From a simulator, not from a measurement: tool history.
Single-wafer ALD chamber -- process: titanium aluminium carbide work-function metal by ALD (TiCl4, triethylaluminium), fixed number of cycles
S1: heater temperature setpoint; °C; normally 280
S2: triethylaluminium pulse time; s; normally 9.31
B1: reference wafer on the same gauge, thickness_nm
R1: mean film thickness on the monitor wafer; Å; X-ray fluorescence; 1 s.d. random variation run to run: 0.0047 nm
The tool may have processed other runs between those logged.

run,hour,S1,S2,B1,R1
1,0,280,12.08,1.591,19.19
2,82.3,280,10.22,1.59,18.89
3,174.3,280,10.22,1.589,18.91
4,268.6,271,8.21,1.59,17.66
5,346,271,8.21,1.589,17.67
6,383.1,271,8.21,1.59,17.64
7,457.9,280,7.15,1.592,17.82
8,524.9,280,7.15,1.589,17.85
9,605.3,280,7.15,1.589,17.89
10,643.2,280,9.31,1.591,18.72
# hour 702.6: thermocouple changed; heater temperature recalibrated
# hour 702.9: triethylaluminium bottle replaced
11,703.4,280,9.31,1.59,18.76
12,989.2,280,9.31,1.59,18.66

Predict the results of run 13:
13,1054.8,269,12.07,?,?

Run 13 produced B1 1.591, R1 18.27 Å.
On a tool with no hidden condition, and with the same random variation, this run would have come out at R1 18.27 Å.

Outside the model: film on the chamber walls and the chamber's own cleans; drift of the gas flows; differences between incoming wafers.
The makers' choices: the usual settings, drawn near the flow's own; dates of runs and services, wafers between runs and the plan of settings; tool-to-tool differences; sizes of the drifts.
